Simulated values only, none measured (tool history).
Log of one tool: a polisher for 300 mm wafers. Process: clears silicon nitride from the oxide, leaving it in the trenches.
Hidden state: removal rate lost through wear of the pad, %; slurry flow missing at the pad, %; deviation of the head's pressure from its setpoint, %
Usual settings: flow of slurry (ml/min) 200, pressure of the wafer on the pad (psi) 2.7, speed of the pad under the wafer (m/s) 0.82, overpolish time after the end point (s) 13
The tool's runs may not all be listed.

run   hour  flow of slurry (ml/min)  pressure of the wafer on the pad (psi)  speed of the pad under the wafer (m/s)  overpolish time after the end point (s)  wafers since the last listed run  wafers polished on this pad  hours since the slurry nozzle was cleaned  hours since the head pressure was calibrated  incoming thickness of the incoming film, nm  time until the end point was called (s)
  1    0.0                      200                                     2.7                                    0.82                                       13                                 0                          966                                      329.1                                         302.2                                         99.8                                    153.8
  2   33.2                      200                                     2.7                                    0.82                                       13                               239                         1206                                      362.3                                         335.4                                        100.1                                    157.6
  3   60.6                      200                                     2.7                                    0.82                                       13                               198                         1404                                      389.7                                         362.8                                         98.0                                    156.9
  4   90.1                      200                                     2.7                                    0.82                                       13                               213                         1618                                      419.2                                         392.3                                        100.3                                    163.4
     157.0  -- worn pad replaced by a new one
  5  157.5                      200                                     2.7                                    0.82                                       13                               458                            3                                      486.6                                         459.7                                         99.7                                    143.0
     224.4  -- head pressure recalibrated
  6  224.9                      200                                     2.7                                    0.82                                       13                               472                          476                                      554.0                                           0.5                                        100.8                                    150.6
  7  271.1                      200                                     3.0                                    0.82                                       17                               333                          810                                      600.2                                          46.7                                        100.9                                    145.7
  8  322.9                      200                                     3.0                                    0.82                                       17                               374                         1184                                      652.0                                          98.5                                         98.9                                    142.3
  9  364.4                      200                                     2.7                                    0.82                                       13                               299                         1484                                      693.5                                         140.0                                         99.6                                    159.3
 10  391.5                      200                                     2.7                                    0.82                                       13                               195                         1680                                      720.6                                         167.1                                         99.7                                    154.0
 11  418.3                      200                                     2.7                                    0.82                                       13                               193                         1874                                      747.4                                         193.9                                        100.8                                    157.4
 12  460.6                      200                                     2.7                                    0.82                                       13                               305                         2179                                      789.7                                         236.2                                         98.6                                    158.2
     494.8  -- worn pad replaced by a new one
 13  498.7                      200                                     2.7                                    0.82                                       13                               246                           28                                      827.8                                         274.3                                        100.1                                    145.6
 14  548.6                      200                                     2.7                                    0.82                                       13                               360                          388                                      877.7                                         324.2                                        100.9                                    153.4
 15  574.9                      200                                     2.7                                    0.82                                       13                               190                          578                                      904.0                                         350.5                                        101.4                                    158.4
 16  601.0                      200                                     2.7                                    0.82                                       13                               188                          767                                      930.1                                         376.6                                         99.4                                    153.3
     642.1  -- slurry nozzle cleaned
 17  654.9                      200                                     2.7                                    0.82                                       13                               382                         1149                                       12.8                                         430.5                                         99.1                                    156.8
     709.2  -- head pressure recalibrated
 18  719.9                      200                                     2.7                                    0.82                                       13                               455                         1605                                       77.8                                          10.7                                         99.8                                    161.7
 19  773.0                      200                                     2.7                                    1.08                                       13                               383                         1988                                      130.9                                          63.8                                         99.4                                    121.4
     789.1  -- worn pad replaced by a new one
 20  811.5                      200                                     2.7                                    1.00                                       13                               249                          161                                      169.4                                         102.3                                        100.1                                    120.2
 21  874.0                      200                                     2.7                                    0.82                                       13                               451                          613                                      231.9                                         164.8                                         98.5                                    154.1
 22  941.6                      260                                     2.7                                    0.82                                        7                               488                         1102                                      299.5                                         232.4                                         97.9                                    151.2

Forecast run 23:
 23  1012.6                      200                                     2.7                                    0.82                                       13                               513                         1615                                      370.5                                         303.4                                        100.0                                        ?

time until the end point was called (s): 158.5
Without the tool's hidden state the same run would have given time until the end point was called (s) 142.0.
